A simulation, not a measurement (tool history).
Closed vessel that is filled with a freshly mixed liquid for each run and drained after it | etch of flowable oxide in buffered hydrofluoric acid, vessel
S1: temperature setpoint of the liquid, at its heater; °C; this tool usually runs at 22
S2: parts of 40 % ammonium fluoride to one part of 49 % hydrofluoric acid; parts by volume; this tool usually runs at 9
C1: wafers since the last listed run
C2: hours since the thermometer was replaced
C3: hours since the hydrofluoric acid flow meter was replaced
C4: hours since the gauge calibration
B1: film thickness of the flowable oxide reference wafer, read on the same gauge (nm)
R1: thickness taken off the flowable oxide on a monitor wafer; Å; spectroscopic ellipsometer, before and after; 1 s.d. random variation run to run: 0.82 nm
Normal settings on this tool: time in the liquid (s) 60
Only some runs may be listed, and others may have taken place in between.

Run 1, hour 0: usual settings; C1 0; C2 172.5; C3 1377.7; C4 575.7; B1 78.64. Result: R1 2647 Å.
Run 2, hour 61.1: usual settings; C1 6708; C2 233.6; C3 1438.8; C4 636.8; B1 78.59. Result: R1 2647.5 Å.
Run 3, hour 166: usual settings; C1 11517; C2 338.5; C3 1543.7; C4 741.7; B1 78.51. Result: R1 2632.7 Å.
Run 4, hour 263.8: usual settings; C1 10737; C2 436.3; C3 1641.5; C4 839.5; B1 78.5. Result: R1 2627.8 Å.
Run 5, hour 349.5: usual settings; C1 9409; C2 522; C3 1727.2; C4 925.2; B1 78.41. Result: R1 2630.9 Å.
Run 6, hour 389.4: usual settings; C1 4380; C2 561.9; C3 1767.1; C4 965.1; B1 78.43. Result: R1 2627.3 Å.
Run 7, hour 442.1: usual settings; C1 5786; C2 614.6; C3 1819.8; C4 1017.8; B1 78.37. Result: R1 2643.9 Å.
At hour 488.6: gauge calibrated.
Run 8, hour 497.6: usual settings; C1 6093; C2 670.1; C3 1875.3; C4 9; B1 79.91. Result: R1 2680.8 Å.
Run 9, hour 590.8: usual settings but time in the liquid (s) 35; C1 10232; C2 763.3; C3 1968.5; C4 102.2; B1 79.51. Result: R1 1553.8 Å.
Run 10, hour 650.4: usual settings but S1 19 °C; C1 6543; C2 822.9; C3 2028.1; C4 161.8; B1 79.33. Result: R1 2258.9 Å.
At hour 653.6: thermometer replaced.
Run 11, hour 752.6: usual settings but S2 10.5 parts by volume; C1 11110; C2 99; C3 2130.3; C4 264; B1 79.07. Result: R1 2372 Å.
At hour 790.3: hydrofluoric acid flow meter replaced.
Run 12, hour 850.6: usual settings; C1 10649; C2 197; C3 60.3; C4 362; B1 78.89. Result: R1 2649.3 Å.
Run 13, hour 934.1: usual settings but S2 6.5 parts by volume, time in the liquid (s) 30; C1 9167; C2 280.5; C3 143.8; C4 445.5; B1 78.76. Result: R1 1849.1 Å.
Run 14, hour 1038.7: usual settings; C1 11484; C2 385.1; C3 248.4; C4 550.1; B1 78.62. Result: R1 2643.9 Å.
Run 15, hour 1109.9: usual settings but time in the liquid (s) 95; C1 7817; C2 456.3; C3 319.6; C4 621.3; B1 78.57. Result: R1 4175.9 Å.
Run 16, hour 1193.2: usual settings but S1 26.5 °C, S2 6 parts by volume; C1 9145; C2 539.6; C3 402.9; C4 704.6; B1 78.52. Result: R1 5057.9 Å.
Run 17, hour 1238.6: usual settings but S1 18 °C, time in the liquid (s) 75; C1 4984; C2 585; C3 448.3; C4 750; B1 78.46. Result: R1 2629.6 Å.
Run 18, hour 1312.8: usual settings but S1 25.5 °C; C1 8146; C2 659.2; C3 522.5; C4 824.2; B1 78.45. Result: R1 3184.2 Å.
Run 19, hour 1378.1: usual settings but S1 26.5 °C; C1 7169; C2 724.5; C3 587.8; C4 889.5; B1 78.39. Result: R1 3363.1 Å.
Run 20, hour 1480.6: usual settings; C1 11253; C2 827; C3 690.3; C4 992; B1 78.34. Result: R1 2622.8 Å.
At hour 1498.1: gauge calibrated.
Run 21, hour 1556.1: usual settings but S1 23.5 °C, S2 10.5 parts by volume; C1 8289; C2 902.5; C3 765.8; C4 58; B1 79.37. Result: R1 2595.3 Å.

Each row is a separate what-if for the run after 21, all from the same tool condition, not one after another. Results?
Run A, hour 1556.8: usual settings but time in the liquid (s) 40; C1 76; C2 903.2; C3 766.5; C4 58.7; B1 ?. Result: R1 ?.
Run B, hour 1556.8: usual settings but S2 8 parts by volume, time in the liquid (s) 30; C1 76; C2 903.2; C3 766.5; C4 58.7; B1 ?. Result: R1 ?.
Run C, hour 1556.8: usual settings but S1 20 °C, S2 11.5 parts by volume; C1 76; C2 903.2; C3 766.5; C4 58.7; B1 ?. Result: R1 ?.

run     B1      R1
  A  79.37  1776.9
  B  79.37  1514.3
  C  79.37  1947.5
Stripped of hidden state, with their random variation kept, the same runs would have yielded:
run      R1
  A  1790.9
  B  1526.2
  C  1962.8

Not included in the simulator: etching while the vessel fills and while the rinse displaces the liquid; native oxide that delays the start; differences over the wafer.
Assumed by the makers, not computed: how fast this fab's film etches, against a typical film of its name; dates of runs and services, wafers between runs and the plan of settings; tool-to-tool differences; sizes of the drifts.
